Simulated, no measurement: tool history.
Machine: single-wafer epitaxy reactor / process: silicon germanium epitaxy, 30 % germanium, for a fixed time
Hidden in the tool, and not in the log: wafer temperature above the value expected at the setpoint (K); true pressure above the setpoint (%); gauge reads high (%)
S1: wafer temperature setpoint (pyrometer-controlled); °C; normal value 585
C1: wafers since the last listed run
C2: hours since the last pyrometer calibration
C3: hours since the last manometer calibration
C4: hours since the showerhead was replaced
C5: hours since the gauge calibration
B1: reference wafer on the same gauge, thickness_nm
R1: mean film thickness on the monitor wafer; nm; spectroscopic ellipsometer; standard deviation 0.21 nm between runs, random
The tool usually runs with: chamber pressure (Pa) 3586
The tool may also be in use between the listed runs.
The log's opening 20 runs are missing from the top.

run 21 hour=281.3 | S1=585 chamber_pressure_(Pa)=4013 | C1=127 C2=87.2 C3=160.3 C4=57.2 C5=112.7 | B1=45.741 | R1=53.113
run 22 hour=289.1 | S1=585 chamber_pressure_(Pa)=3586 | C1=110 C2=95.0 C3=168.1 C4=65.0 C5=120.5 | B1=45.827 | R1=51.459
run 23 hour=305.4 | S1=585 chamber_pressure_(Pa)=3586 | C1=231 C2=111.3 C3=184.4 C4=81.3 C5=136.8 | B1=45.830 | R1=51.576
run 24 hour=312.1 | S1=576 chamber_pressure_(Pa)=4146 | C1=95 C2=118.0 C3=191.1 C4=88.0 C5=143.5 | B1=45.864 | R1=44.357
run 25 hour=328.1 | S1=592 chamber_pressure_(Pa)=2746 | C1=227 C2=134.0 C3=207.1 C4=104.0 C5=159.5 | B1=45.750 | R1=56.512
run 26 hour=338.5 | S1=593 chamber_pressure_(Pa)=4466 | C1=147 C2=144.4 C3=217.5 C4=114.4 C5=169.9 | B1=45.853 | R1=63.925
run 27 hour=350.5 | S1=572 chamber_pressure_(Pa)=4240 | C1=170 C2=156.4 C3=229.5 C4=126.4 C5=181.9 | B1=45.806 | R1=40.447
run 28 hour=357.6 | S1=595 chamber_pressure_(Pa)=4266 | C1=100 C2=163.5 C3=236.6 C4=133.5 C5=189.0 | B1=45.751 | R1=66.133
run 29 hour=366.6 | S1=585 chamber_pressure_(Pa)=3586 | C1=127 C2=172.5 C3=245.6 C4=142.5 C5=198.0 | B1=45.788 | R1=51.941
run 30 hour=377.3 | S1=585 chamber_pressure_(Pa)=2866 | C1=151 C2=183.2 C3=256.3 C4=153.2 C5=208.7 | B1=45.750 | R1=49.476
run 31 hour=391.8 | S1=585 chamber_pressure_(Pa)=4293 | C1=205 C2=197.7 C3=270.8 C4=167.7 C5=223.2 | B1=45.805 | R1=54.183
run 32 hour=406.1 | S1=579 chamber_pressure_(Pa)=3346 | C1=203 C2=212.0 C3=285.1 C4=182.0 C5=237.5 | B1=45.779 | R1=45.105
run 33 hour=415.5 | S1=596 chamber_pressure_(Pa)=4200 | C1=133 C2=221.4 C3=294.5 C4=191.4 C5=246.9 | B1=45.782 | R1=66.953
run 34 hour=431.2 | S1=585 chamber_pressure_(Pa)=3586 | C1=223 C2=237.1 C3=310.2 C4=207.1 C5=262.6 | B1=45.694 | R1=51.811

5 ways to go on from here, each from the tool as it stands after run 34. What would each give?
run A hour=431.6 | S1=585 chamber_pressure_(Pa)=3586 | C1=5 C2=237.5 C3=310.6 C4=207.5 C5=263.0 | B1=? | R1=?
run B hour=431.6 | S1=592 chamber_pressure_(Pa)=3866 | C1=5 C2=237.5 C3=310.6 C4=207.5 C5=263.0 | B1=? | R1=?
run C hour=431.6 | S1=574 chamber_pressure_(Pa)=4200 | C1=5 C2=237.5 C3=310.6 C4=207.5 C5=263.0 | B1=? | R1=?
run D hour=431.6 | S1=595 chamber_pressure_(Pa)=3040 | C1=5 C2=237.5 C3=310.6 C4=207.5 C5=263.0 | B1=? | R1=?
run E hour=431.6 | S1=590 chamber_pressure_(Pa)=2733 | C1=5 C2=237.5 C3=310.6 C4=207.5 C5=263.0 | B1=? | R1=?

run=A B1=45.761 R1=51.552
run=B B1=45.761 R1=60.589
run=C B1=45.761 R1=42.315
run=D B1=45.761 R1=61.202
run=E B1=45.761 R1=54.106
The same runs, with their run-to-run variation unchanged, on a tool lacking any hidden condition would have given:
run=A R1=51.623
run=B R1=60.670
run=C R1=42.375
run=D R1=61.284
run=E R1=54.179
